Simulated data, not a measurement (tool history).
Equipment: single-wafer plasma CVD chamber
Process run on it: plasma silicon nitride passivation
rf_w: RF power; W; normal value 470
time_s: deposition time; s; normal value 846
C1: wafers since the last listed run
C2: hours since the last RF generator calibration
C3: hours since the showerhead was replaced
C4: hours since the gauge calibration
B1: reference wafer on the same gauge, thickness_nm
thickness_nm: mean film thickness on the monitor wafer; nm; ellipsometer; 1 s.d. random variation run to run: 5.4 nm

Run 1, day 0.000: usual settings but time_s 805 s; C1 0; C2 1931.6; C3 3233.7; C4 169.4; B1 1100.782. Result: thickness_nm 1155.001 nm.
Run 2, day 1.704: usual settings but rf_w 540 W; C1 64; C2 1972.5; C3 3274.6; C4 210.3; B1 1098.525. Result: thickness_nm 1274.279 nm.
Run 3, day 4.017: usual settings; C1 87; C2 2028.0; C3 3330.1; C4 265.8; B1 1097.035. Result: thickness_nm 1218.021 nm.
Run 4, day 6.729: usual settings; C1 102; C2 2093.1; C3 3395.2; C4 330.9; B1 1096.690. Result: thickness_nm 1202.097 nm.
Run 5, day 9.429: usual settings; C1 102; C2 2157.9; C3 3460.0; C4 395.7; B1 1093.965. Result: thickness_nm 1208.641 nm.
Run 6, day 11.921: usual settings but rf_w 405 W; C1 94; C2 2217.7; C3 3519.8; C4 455.5; B1 1092.570. Result: thickness_nm 1141.833 nm.
Run 7, day 13.608: usual settings but rf_w 405 W; C1 63; C2 2258.2; C3 3560.3; C4 496.0; B1 1091.807. Result: thickness_nm 1148.053 nm.
Run 8, day 15.858: usual settings but time_s 994 s; C1 85; C2 2312.2; C3 3614.3; C4 550.0; B1 1090.704. Result: thickness_nm 1405.619 nm.
Run 9, day 18.496: usual settings but rf_w 525 W, time_s 932 s; C1 99; C2 2375.5; C3 3677.6; C4 613.3; B1 1089.398. Result: thickness_nm 1373.558 nm.
At day 19.146: gauge calibrated.
At day 19.658: showerhead replaced.
Run 10, day 22.638: usual settings; C1 144; C2 2474.9; C3 71.5; C4 83.8; B1 1106.610. Result: thickness_nm 1219.046 nm.
Run 11, day 26.279: usual settings but rf_w 440 W, time_s 731 s; C1 138; C2 2562.3; C3 158.9; C4 171.2; B1 1101.821. Result: thickness_nm 1022.863 nm.
Run 12, day 29.150: usual settings but rf_w 545 W, time_s 965 s; C1 108; C2 2631.2; C3 227.8; C4 240.1; B1 1101.871. Result: thickness_nm 1455.676 nm.
At day 30.479: RF generator calibrated.
Run 13, day 32.683: usual settings but rf_w 395 W, time_s 708 s; C1 121; C2 52.9; C3 312.6; C4 324.9; B1 1098.732. Result: thickness_nm 959.346 nm.
Run 14, day 36.346: usual settings but rf_w 560 W, time_s 957 s; C1 138; C2 140.8; C3 400.5; C4 412.8; B1 1094.894. Result: thickness_nm 1441.029 nm.
Run 15, day 39.250: usual settings but rf_w 540 W, time_s 784 s; C1 110; C2 210.5; C3 470.2; C4 482.5; B1 1093.339. Result: thickness_nm 1173.976 nm.

What if the next run were any one of these 4? Each begins from the tool's condition after run 15:
Run A, day 39.275: usual settings; C1 0; C2 211.1; C3 470.8; C4 483.1; B1 ?. Result: thickness_nm ?.
Run B, day 39.275: usual settings but rf_w 505 W; C1 0; C2 211.1; C3 470.8; C4 483.1; B1 ?. Result: thickness_nm ?.
Run C, day 39.275: usual settings but rf_w 385 W, time_s 754 s; C1 0; C2 211.1; C3 470.8; C4 483.1; B1 ?. Result: thickness_nm ?.
Run D, day 39.275: usual settings but rf_w 520 W, time_s 959 s; C1 0; C2 211.1; C3 470.8; C4 483.1; B1 ?. Result: thickness_nm ?.

run        B1  thickness_nm
  A  1094.510      1205.788
  B  1094.510      1233.803
  C  1094.510      1007.619
  D  1094.510      1411.711
Had the tool no hidden state, the same runs would have come out as:
run  thickness_nm
  A      1223.127
  B      1251.544
  C      1022.108
  D      1432.011
